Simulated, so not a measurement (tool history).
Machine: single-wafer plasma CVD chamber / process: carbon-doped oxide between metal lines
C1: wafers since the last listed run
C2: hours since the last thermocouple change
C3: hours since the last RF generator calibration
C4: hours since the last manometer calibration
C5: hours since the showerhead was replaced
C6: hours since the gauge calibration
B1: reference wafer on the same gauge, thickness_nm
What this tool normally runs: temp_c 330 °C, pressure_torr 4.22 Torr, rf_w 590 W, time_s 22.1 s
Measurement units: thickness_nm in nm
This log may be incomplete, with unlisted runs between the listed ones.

run 1 hour=0.0 | temp_c=330 pressure_torr=4.22 rf_w=590 time_s=22.1 | C1=0 C2=557.7 C3=560.8 C4=747.4 C5=5858.7 C6=369.8 | B1=134.845 | thickness_nm=138.320
run 2 hour=245.5 | temp_c=330 pressure_torr=4.22 rf_w=590 time_s=22.1 | C1=7033 C2=803.2 C3=806.3 C4=992.9 C5=6104.2 C6=615.3 | B1=135.020 | thickness_nm=137.520
run 3 hour=307.0 | temp_c=330 pressure_torr=4.22 rf_w=590 time_s=22.1 | C1=1762 C2=864.7 C3=867.8 C4=1054.4 C5=6165.7 C6=676.8 | B1=135.330 | thickness_nm=137.311
run 4 hour=398.8 | temp_c=330 pressure_torr=4.22 rf_w=530 time_s=22.1 | C1=2630 C2=956.5 C3=959.6 C4=1146.2 C5=6257.5 C6=768.6 | B1=135.233 | thickness_nm=132.326
run 5 hour=471.2 | temp_c=330 pressure_torr=4.22 rf_w=590 time_s=22.1 | C1=2074 C2=1028.9 C3=1032.0 C4=1218.6 C5=6329.9 C6=841.0 | B1=134.956 | thickness_nm=136.995
run 6 hour=516.2 | temp_c=330 pressure_torr=4.22 rf_w=590 time_s=22.1 | C1=1289 C2=1073.9 C3=1077.0 C4=1263.6 C5=6374.9 C6=886.0 | B1=134.939 | thickness_nm=136.938
-- hour=533.7 RF generator calibrated
run 7 hour=614.2 | temp_c=330 pressure_torr=4.22 rf_w=590 time_s=22.1 | C1=2578 C2=1171.9 C3=80.5 C4=1361.6 C5=6472.9 C6=984.0 | B1=134.962 | thickness_nm=139.517
run 8 hour=701.8 | temp_c=330 pressure_torr=4.22 rf_w=590 time_s=22.1 | C1=2509 C2=1259.5 C3=168.1 C4=1449.2 C5=6560.5 C6=1071.6 | B1=135.157 | thickness_nm=138.744
run 9 hour=772.4 | temp_c=339 pressure_torr=4.22 rf_w=590 time_s=24.7 | C1=2022 C2=1330.1 C3=238.7 C4=1519.8 C5=6631.1 C6=1142.2 | B1=134.984 | thickness_nm=149.549
-- hour=777.1 gauge calibrated
run 10 hour=841.2 | temp_c=340 pressure_torr=5.08 rf_w=485 time_s=19.8 | C1=1971 C2=1398.9 C3=307.5 C4=1588.6 C5=6699.9 C6=64.1 | B1=135.156 | thickness_nm=115.467
-- hour=868.5 showerhead replaced
run 11 hour=945.9 | temp_c=330 pressure_torr=5.27 rf_w=590 time_s=19.0 | C1=2770 C2=1503.6 C3=412.2 C4=1693.3 C5=77.4 C6=168.8 | B1=135.111 | thickness_nm=122.051
run 12 hour=1000.9 | temp_c=337 pressure_torr=4.22 rf_w=590 time_s=22.1 | C1=1575 C2=1558.6 C3=467.2 C4=1748.3 C5=132.4 C6=223.8 | B1=134.802 | thickness_nm=132.705
run 13 hour=1055.5 | temp_c=330 pressure_torr=5.03 rf_w=590 time_s=22.1 | C1=1564 C2=1613.2 C3=521.8 C4=1802.9 C5=187.0 C6=278.4 | B1=134.907 | thickness_nm=138.992
-- hour=1064.3 thermocouple changed; heater temperature recalibrated
-- hour=1118.1 capacitance manometer re-zeroed and calibrated
run 14 hour=1118.6 | temp_c=330 pressure_torr=4.22 rf_w=590 time_s=22.1 | C1=1349 C2=54.3 C3=584.9 C4=0.5 C5=250.1 C6=341.5 | B1=134.950 | thickness_nm=138.350
run 15 hour=1324.7 | temp_c=330 pressure_torr=4.22 rf_w=590 time_s=25.2 | C1=5905 C2=260.4 C3=791.0 C4=206.6 C5=456.2 C6=547.6 | B1=134.965 | thickness_nm=156.354
run 16 hour=1361.3 | temp_c=330 pressure_torr=4.22 rf_w=590 time_s=22.1 | C1=1048 C2=297.0 C3=827.6 C4=243.2 C5=492.8 C6=584.2 | B1=135.038 | thickness_nm=137.559
run 17 hour=1421.0 | temp_c=343 pressure_torr=4.22 rf_w=705 time_s=22.1 | C1=1710 C2=356.7 C3=887.3 C4=302.9 C5=552.5 C6=643.9 | B1=134.945 | thickness_nm=138.925

Entry by entry between the runs, the difference in hidden state between the last listed run before and the first listed run after:
After run 6, before run 7: RF generator calibrated (hour 533.7)
  wafer temperature above the value expected at the setpoint (K): 3.38 -> 3.7; delivered RF power above the setpoint (%): -7.9 -> -2.75
  the result without the hidden state subtracted from the measured one, thickness_nm: -5.242 -> -3.183 nm
After run 9, before run 10: gauge calibrated (hour 777.1)
  wafer temperature above the value expected at the setpoint (K): 4.21 -> 4.43; delivered RF power above the setpoint (%): -5.04 -> -5.78
  the result without the hidden state subtracted from the measured one, thickness_nm: -4.568 -> -3.948 nm
After run 10, before run 11: showerhead replaced (hour 868.5)
  wafer temperature above the value expected at the setpoint (K): 4.43 -> 4.77; delivered RF power above the setpoint (%): -5.78 -> -6.68
  the result without the hidden state subtracted from the measured one, thickness_nm: -3.948 -> -4.849 nm
After run 13, before run 14: thermocouple changed; heater temperature recalibrated (hour 1064.3); capacitance manometer re-zeroed and calibrated (hour 1118.1)
  wafer temperature above the value expected at the setpoint (K): 5.13 -> 0.954; delivered RF power above the setpoint (%): -7.4 -> -7.73
  the result without the hidden state subtracted from the measured one, thickness_nm: -6.046 -> -3.899 nm
